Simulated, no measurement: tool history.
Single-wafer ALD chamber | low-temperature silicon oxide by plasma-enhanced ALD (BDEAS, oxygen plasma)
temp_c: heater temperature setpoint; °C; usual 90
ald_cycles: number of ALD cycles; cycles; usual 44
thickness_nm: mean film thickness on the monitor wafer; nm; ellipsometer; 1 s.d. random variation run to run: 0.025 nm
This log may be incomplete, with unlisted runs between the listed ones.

run	hour	temp_c	ald_cycles	read-back reference wafer on the same gauge, thickness_nm	thickness_nm
1	0.0	90	47	7.064	7.670
2	162.2	90	47	7.059	7.679
3	260.3	90	47	7.053	7.674
4	335.1	90	44	7.063	7.197
5	422.7	90	44	7.059	7.155
# hour 441.6: gauge calibrated
# hour 476.8: thermocouple changed; heater temperature recalibrated
6	524.9	90	44	7.059	7.196
7	582.5	90	44	7.071	7.192
8	637.3	83	52	7.066	8.664
9	722.0	105	46	7.055	7.215
10	804.9	90	44	7.068	7.178
11	865.0	76	44	7.052	7.469

Predict the results of run 12:
12	946.3	90	38	?	?

read-back reference wafer on the same gauge, thickness_nm: 7.056
thickness_nm: 6.213 nm
With the hidden condition absent and the run-to-run variation left alone, this run would have shown thickness_nm 6.213 nm.
